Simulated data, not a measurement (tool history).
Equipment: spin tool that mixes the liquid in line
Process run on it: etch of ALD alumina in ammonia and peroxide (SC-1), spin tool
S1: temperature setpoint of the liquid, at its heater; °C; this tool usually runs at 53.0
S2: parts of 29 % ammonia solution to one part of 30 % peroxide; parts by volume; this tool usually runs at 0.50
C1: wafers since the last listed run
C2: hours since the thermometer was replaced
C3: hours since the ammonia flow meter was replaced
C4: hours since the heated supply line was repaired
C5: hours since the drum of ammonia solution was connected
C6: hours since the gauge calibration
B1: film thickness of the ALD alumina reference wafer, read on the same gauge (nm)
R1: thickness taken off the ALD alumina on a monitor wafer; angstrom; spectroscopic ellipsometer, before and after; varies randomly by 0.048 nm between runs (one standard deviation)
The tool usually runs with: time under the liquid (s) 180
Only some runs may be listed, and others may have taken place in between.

{"run": 1, "hour": 0.0, "S1": 53.0, "S2": 0.55, "time under the liquid (s)": 180, "C1": 0, "C2": 1022.7, "C3": 2367.4, "C4": 2260.8, "C5": 302.8, "C6": 377.2, "B1": 79.99, "R1": 131.3}
{"run": 2, "hour": 17.0, "S1": 53.0, "S2": 0.5, "time under the liquid (s)": 180, "C1": 85, "C2": 1039.7, "C3": 2384.4, "C4": 2277.8, "C5": 319.8, "C6": 394.2, "B1": 79.99, "R1": 129.3}
{"hour": 33.7, "done": "new drum of ammonia solution connected"}
{"run": 3, "hour": 36.1, "S1": 53.0, "S2": 0.5, "time under the liquid (s)": 180, "C1": 90, "C2": 1058.8, "C3": 2403.5, "C4": 2296.9, "C5": 2.4, "C6": 413.3, "B1": 80.0, "R1": 131.3}
{"run": 4, "hour": 64.9, "S1": 53.0, "S2": 0.5, "time under the liquid (s)": 180, "C1": 144, "C2": 1087.6, "C3": 2432.3, "C4": 2325.7, "C5": 31.2, "C6": 442.1, "B1": 80.02, "R1": 131.6}
{"run": 5, "hour": 94.2, "S1": 53.0, "S2": 0.5, "time under the liquid (s)": 180, "C1": 146, "C2": 1116.9, "C3": 2461.6, "C4": 2355.0, "C5": 60.5, "C6": 471.4, "B1": 80.0, "R1": 131.9}
{"run": 6, "hour": 126.3, "S1": 53.0, "S2": 0.5, "time under the liquid (s)": 130, "C1": 160, "C2": 1149.0, "C3": 2493.7, "C4": 2387.1, "C5": 92.6, "C6": 503.5, "B1": 80.01, "R1": 94.8}
{"run": 7, "hour": 158.2, "S1": 53.0, "S2": 0.5, "time under the liquid (s)": 130, "C1": 159, "C2": 1180.9, "C3": 2525.6, "C4": 2419.0, "C5": 124.5, "C6": 535.4, "B1": 80.02, "R1": 94.6}
{"run": 8, "hour": 185.7, "S1": 60.5, "S2": 0.5, "time under the liquid (s)": 115, "C1": 137, "C2": 1208.4, "C3": 2553.1, "C4": 2446.5, "C5": 152.0, "C6": 562.9, "B1": 80.01, "R1": 123.7}
{"run": 9, "hour": 198.2, "S1": 60.5, "S2": 0.5, "time under the liquid (s)": 115, "C1": 62, "C2": 1220.9, "C3": 2565.6, "C4": 2459.0, "C5": 164.5, "C6": 575.4, "B1": 80.0, "R1": 123.2}
{"hour": 230.3, "done": "ammonia flow meter replaced"}
{"run": 10, "hour": 231.4, "S1": 53.0, "S2": 0.5, "time under the liquid (s)": 180, "C1": 161, "C2": 1254.1, "C3": 1.1, "C4": 2492.2, "C5": 197.7, "C6": 608.6, "B1": 80.02, "R1": 130.1}
{"hour": 254.1, "done": "thermometer replaced"}
{"run": 11, "hour": 261.9, "S1": 60.0, "S2": 0.3, "time under the liquid (s)": 85, "C1": 147, "C2": 7.8, "C3": 31.6, "C4": 2522.7, "C5": 228.2, "C6": 639.1, "B1": 80.02, "R1": 84.4}
{"run": 12, "hour": 295.2, "S1": 59.5, "S2": 0.5, "time under the liquid (s)": 95, "C1": 166, "C2": 41.1, "C3": 64.9, "C4": 2556.0, "C5": 261.5, "C6": 672.4, "B1": 79.98, "R1": 97.0}
{"hour": 312.2, "done": "new drum of ammonia solution connected"}
{"run": 13, "hour": 312.7, "S1": 53.0, "S2": 0.5, "time under the liquid (s)": 80, "C1": 82, "C2": 58.6, "C3": 82.4, "C4": 2573.5, "C5": 0.5, "C6": 689.9, "B1": 79.99, "R1": 58.5}
{"hour": 315.8, "done": "heated supply line repaired"}
{"run": 14, "hour": 328.6, "S1": 53.0, "S2": 0.5, "time under the liquid (s)": 150, "C1": 74, "C2": 74.5, "C3": 98.3, "C4": 12.8, "C5": 16.4, "C6": 705.8, "B1": 80.0, "R1": 109.5}
{"run": 15, "hour": 355.4, "S1": 48.0, "S2": 0.75, "time under the liquid (s)": 180, "C1": 134, "C2": 101.3, "C3": 125.1, "C4": 39.6, "C5": 43.2, "C6": 732.6, "B1": 80.01, "R1": 103.5}
{"run": 16, "hour": 368.3, "S1": 50.5, "S2": 0.35, "time under the liquid (s)": 180, "C1": 64, "C2": 114.2, "C3": 138.0, "C4": 52.5, "C5": 56.1, "C6": 745.5, "B1": 80.01, "R1": 110.1}
{"run": 17, "hour": 386.4, "S1": 43.5, "S2": 0.25, "time under the liquid (s)": 180, "C1": 90, "C2": 132.3, "C3": 156.1, "C4": 70.6, "C5": 74.2, "C6": 763.6, "B1": 79.99, "R1": 72.4}
{"hour": 387.6, "done": "gauge calibrated"}
{"run": 18, "hour": 401.6, "S1": 60.5, "S2": 0.7, "time under the liquid (s)": 125, "C1": 76, "C2": 147.5, "C3": 171.3, "C4": 85.8, "C5": 89.4, "C6": 14.0, "B1": 80.01, "R1": 139.2}
{"run": 19, "hour": 434.8, "S1": 46.0, "S2": 0.25, "time under the liquid (s)": 280, "C1": 166, "C2": 180.7, "C3": 204.5, "C4": 119.0, "C5": 122.6, "C6": 47.2, "B1": 79.99, "R1": 129.3}
{"run": 20, "hour": 459.6, "S1": 57.5, "S2": 0.6, "time under the liquid (s)": 180, "C1": 124, "C2": 205.5, "C3": 229.3, "C4": 143.8, "C5": 147.4, "C6": 72.0, "B1": 79.99, "R1": 167.9}
{"run": 21, "hour": 475.3, "S1": 53.0, "S2": 0.5, "time under the liquid (s)": 180, "C1": 78, "C2": 221.2, "C3": 245.0, "C4": 159.5, "C5": 163.1, "C6": 87.7, "B1": 79.99, "R1": 130.5}
{"run": 22, "hour": 496.7, "S1": 53.0, "S2": 0.5, "time under the liquid (s)": 180, "C1": 107, "C2": 242.6, "C3": 266.4, "C4": 180.9, "C5": 184.5, "C6": 109.1, "B1": 79.99, "R1": 130.1}
{"run": 23, "hour": 517.4, "S1": 53.0, "S2": 0.7, "time under the liquid (s)": 80, "C1": 103, "C2": 263.3, "C3": 287.1, "C4": 201.6, "C5": 205.2, "C6": 129.8, "B1": 80.0, "R1": 59.9}
{"run": 24, "hour": 549.8, "S1": 43.5, "S2": 0.5, "time under the liquid (s)": 180, "C1": 162, "C2": 295.7, "C3": 319.5, "C4": 234.0, "C5": 237.6, "C6": 162.2, "B1": 80.01, "R1": 76.7}

Below are 5 alternative next runs, each starting from the tool's condition after run 24. Predict each:
{"run": "A", "hour": 550.3, "S1": 53.0, "S2": 0.5, "time under the liquid (s)": 180, "C1": 2, "C2": 296.2, "C3": 320.0, "C4": 234.5, "C5": 238.1, "C6": 162.7, "B1": "?", "R1": "?"}
{"run": "B", "hour": 550.3, "S1": 53.0, "S2": 0.4, "time under the liquid (s)": 180, "C1": 2, "C2": 296.2, "C3": 320.0, "C4": 234.5, "C5": 238.1, "C6": 162.7, "B1": "?", "R1": "?"}
{"run": "C", "hour": 550.3, "S1": 47.5, "S2": 0.5, "time under the liquid (s)": 80, "C1": 2, "C2": 296.2, "C3": 320.0, "C4": 234.5, "C5": 238.1, "C6": 162.7, "B1": "?", "R1": "?"}
{"run": "D", "hour": 550.3, "S1": 53.0, "S2": 0.75, "time under the liquid (s)": 180, "C1": 2, "C2": 296.2, "C3": 320.0, "C4": 234.5, "C5": 238.1, "C6": 162.7, "B1": "?", "R1": "?"}
{"run": "E", "hour": 550.3, "S1": 45.0, "S2": 0.4, "time under the liquid (s)": 115, "C1": 2, "C2": 296.2, "C3": 320.0, "C4": 234.5, "C5": 238.1, "C6": 162.7, "B1": "?", "R1": "?"}

run=A B1=80.02 R1=130.2
run=B B1=80.02 R1=127.5
run=C B1=80.02 R1=42.8
run=D B1=80.02 R1=135.3
run=E B1=80.02 R1=52.3
Without the tool's unlogged condition, the same runs would have read:
run=A R1=131.4
run=B R1=128.7
run=C R1=43.2
run=D R1=136.6
run=E R1=52.8
